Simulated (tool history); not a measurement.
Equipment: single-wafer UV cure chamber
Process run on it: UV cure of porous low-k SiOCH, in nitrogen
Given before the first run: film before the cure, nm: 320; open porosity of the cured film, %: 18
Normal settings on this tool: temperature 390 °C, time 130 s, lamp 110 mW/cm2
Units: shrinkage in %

run,hour,temperature,time,lamp,wafers since the last listed run,hours since the UV bulbs were replaced,wafers since the quartz window was cleaned,shrinkage
1,0.0,400,80,110,0,2192.9,2015,6.673
2,31.2,400,80,110,264,2224.1,2280,6.528
3,81.9,376,100,110,429,2274.8,2709,6.961
# hour 140.6: quartz window cleaned
4,248.9,390,130,110,1347,2441.8,917,8.534
5,277.9,390,130,110,245,2470.8,1163,8.740
6,329.0,390,130,110,432,2521.9,1596,8.384
7,388.0,390,130,110,499,2580.9,2096,8.253
8,433.3,390,180,110,383,2626.2,2480,9.364
# hour 457.8: quartz window cleaned
9,474.8,376,130,110,283,2667.7,144,8.805
# hour 512.9: UV bulbs replaced
10,544.7,376,130,110,524,31.8,668,8.694
11,571.4,390,100,110,226,58.5,894,7.579
12,598.4,390,130,110,228,85.5,1123,8.581
13,667.8,390,130,110,587,154.9,1711,8.730
14,704.3,390,130,110,309,191.4,2020,8.508
15,747.6,390,130,110,366,234.7,2387,8.464
16,798.0,390,130,110,427,285.1,2814,8.072
17,838.8,401,165,90,345,325.9,3160,8.257
# hour 858.3: quartz window cleaned
18,886.0,405,130,124,332,373.1,234,9.500
19,994.2,403,130,110,916,481.3,1151,8.790
20,1030.0,406,130,110,303,517.1,1454,8.996
21,1086.4,390,130,110,477,573.5,1932,8.513
22,1156.2,402,190,71,591,643.3,2523,8.225
# hour 1203.6: quartz window cleaned
23,1225.8,390,90,110,521,712.9,188,7.266
24,1269.7,405,200,100,371,756.8,560,10.440
25,1335.7,390,130,110,559,822.8,1119,8.900
26,1368.3,390,130,110,276,855.4,1395,8.588
27,1420.9,402,130,79,445,908.0,1841,7.469

Alternative continuations, all from the tool just after run 27; predict every row:
A,1421.3,390,175,110,3,908.4,1844,?
B,1421.3,398,100,132,3,908.4,1844,?
C,1421.3,398,185,110,3,908.4,1844,?
D,1421.3,390,65,146,3,908.4,1844,?
E,1421.3,376,100,148,3,908.4,1844,?

run,shrinkage
A,9.854
B,8.416
C,10.225
D,6.982
E,8.524
What these runs would have given with no unlogged condition in the tool:
run,shrinkage
A,10.242
B,8.787
C,10.617
D,7.336
E,8.896
